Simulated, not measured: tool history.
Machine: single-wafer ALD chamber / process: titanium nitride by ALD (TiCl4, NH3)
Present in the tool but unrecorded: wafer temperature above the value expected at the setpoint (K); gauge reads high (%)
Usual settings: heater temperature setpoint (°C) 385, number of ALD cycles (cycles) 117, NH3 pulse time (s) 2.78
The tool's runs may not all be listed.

run,hour,heater temperature setpoint (°C),number of ALD cycles (cycles),NH3 pulse time (s),wafers since the last listed run,hours since the last thermocouple change,hours since the showerhead was replaced,hours since the gauge calibration,"read-back reference wafer on the same gauge, thickness_nm",mean film thickness on the monitor wafer (Å)
1,0,385,117,2.78,0,310.4,2921.6,375.4,2.793,23.83
2,102.5,385,117,2.78,140,412.9,3024.1,477.9,2.787,23.65
3,205.7,385,117,2.78,141,516.1,3127.3,581.1,2.789,23.96
4,284.3,385,117,2.78,107,594.7,3205.9,659.7,2.791,23.83
5,374.8,385,117,2.78,123,685.2,3296.4,750.2,2.789,23.81
6,570.2,385,106,2.78,267,880.6,3491.8,945.6,2.79,21.66
7,655.6,385,117,2.78,116,966,3577.2,1031,2.794,23.77
8,742.4,385,117,2.78,118,1052.8,3664,1117.8,2.788,23.79
# hour 764.6: showerhead replaced
9,782.8,385,117,2.78,44,1093.2,18.2,1158.2,2.788,23.76
10,828.7,385,117,2.78,62,1139.1,64.1,1204.1,2.79,23.84
11,994.6,385,117,1.95,226,1305,230,1370,2.794,23.75
# hour 1003.6: gauge calibrated
12,1072.5,392,124,2.45,106,1382.9,307.9,68.9,2.789,25.28

Run 13, settings as shown, results not yet in. Your forecast:
13,1114.5,392,117,1.74,57,1424.9,349.9,110.9,?,?

read-back reference wafer on the same gauge, thickness_nm: 2.789
mean film thickness on the monitor wafer (Å): 23.64
With the hidden condition absent and the run-to-run variation left alone, this run would have shown mean film thickness on the monitor wafer (Å) 23.64.
